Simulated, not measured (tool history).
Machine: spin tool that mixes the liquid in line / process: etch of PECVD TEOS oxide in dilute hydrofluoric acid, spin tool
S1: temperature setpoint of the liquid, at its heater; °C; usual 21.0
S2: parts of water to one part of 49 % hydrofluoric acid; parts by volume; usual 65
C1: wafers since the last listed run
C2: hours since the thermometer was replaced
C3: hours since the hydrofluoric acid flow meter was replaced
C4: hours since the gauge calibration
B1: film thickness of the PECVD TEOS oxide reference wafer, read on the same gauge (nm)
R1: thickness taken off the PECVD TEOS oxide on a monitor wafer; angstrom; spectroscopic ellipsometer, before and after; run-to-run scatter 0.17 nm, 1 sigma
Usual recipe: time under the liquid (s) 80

{"run": 1, "hour": 0.0, "S1": 21.0, "S2": 65, "time under the liquid (s)": 60, "C1": 0, "C2": 672.8, "C3": 317.2, "C4": 39.9, "B1": 90.0, "R1": 141.4}
{"run": 2, "hour": 18.3, "S1": 21.0, "S2": 65, "time under the liquid (s)": 110, "C1": 197, "C2": 691.1, "C3": 335.5, "C4": 58.2, "B1": 89.98, "R1": 258.5}
{"run": 3, "hour": 47.9, "S1": 21.0, "S2": 65, "time under the liquid (s)": 65, "C1": 319, "C2": 720.7, "C3": 365.1, "C4": 87.8, "B1": 90.01, "R1": 152.0}
{"run": 4, "hour": 80.2, "S1": 21.0, "S2": 65, "time under the liquid (s)": 65, "C1": 348, "C2": 753.0, "C3": 397.4, "C4": 120.1, "B1": 90.0, "R1": 152.8}
{"run": 5, "hour": 116.2, "S1": 21.0, "S2": 65, "time under the liquid (s)": 80, "C1": 388, "C2": 789.0, "C3": 433.4, "C4": 156.1, "B1": 89.99, "R1": 186.1}
{"run": 6, "hour": 141.8, "S1": 21.0, "S2": 65, "time under the liquid (s)": 80, "C1": 276, "C2": 814.6, "C3": 459.0, "C4": 181.7, "B1": 89.99, "R1": 184.1}
{"run": 7, "hour": 169.7, "S1": 21.0, "S2": 65, "time under the liquid (s)": 80, "C1": 300, "C2": 842.5, "C3": 486.9, "C4": 209.6, "B1": 89.99, "R1": 187.7}
{"run": 8, "hour": 187.4, "S1": 21.0, "S2": 65, "time under the liquid (s)": 80, "C1": 190, "C2": 860.2, "C3": 504.6, "C4": 227.3, "B1": 90.0, "R1": 190.1}
{"run": 9, "hour": 203.9, "S1": 21.0, "S2": 90, "time under the liquid (s)": 125, "C1": 177, "C2": 876.7, "C3": 521.1, "C4": 243.8, "B1": 90.01, "R1": 206.6}
{"hour": 215.5, "done": "gauge calibrated"}
{"run": 10, "hour": 224.1, "S1": 23.0, "S2": 95, "time under the liquid (s)": 45, "C1": 217, "C2": 896.9, "C3": 541.3, "C4": 8.6, "B1": 89.99, "R1": 75.8}
{"run": 11, "hour": 255.4, "S1": 21.0, "S2": 95, "time under the liquid (s)": 80, "C1": 337, "C2": 928.2, "C3": 572.6, "C4": 39.9, "B1": 90.0, "R1": 125.2}
{"hour": 259.8, "done": "thermometer replaced"}
{"hour": 261.4, "done": "hydrofluoric acid flow meter replaced"}
{"run": 12, "hour": 316.9, "S1": 21.0, "S2": 65, "time under the liquid (s)": 80, "C1": 641, "C2": 57.1, "C3": 55.5, "C4": 101.4, "B1": 90.04, "R1": 199.1}
{"run": 13, "hour": 334.0, "S1": 24.5, "S2": 65, "time under the liquid (s)": 80, "C1": 184, "C2": 74.2, "C3": 72.6, "C4": 118.5, "B1": 90.02, "R1": 229.5}
{"run": 14, "hour": 349.7, "S1": 18.0, "S2": 40, "time under the liquid (s)": 100, "C1": 169, "C2": 89.9, "C3": 88.3, "C4": 134.2, "B1": 90.01, "R1": 370.1}
{"run": 15, "hour": 378.3, "S1": 21.0, "S2": 65, "time under the liquid (s)": 80, "C1": 308, "C2": 118.5, "C3": 116.9, "C4": 162.8, "B1": 89.98, "R1": 198.4}

Expected results for the next run?
{"run": 16, "hour": 397.8, "S1": 21.0, "S2": 65, "time under the liquid (s)": 80, "C1": 210, "C2": 138.0, "C3": 136.4, "C4": 182.3, "B1": "?", "R1": "?"}

B1: 89.99
R1: 196.2 angstrom
Minus the tool's unlogged condition, the same run would have read R1 194.2 angstrom.
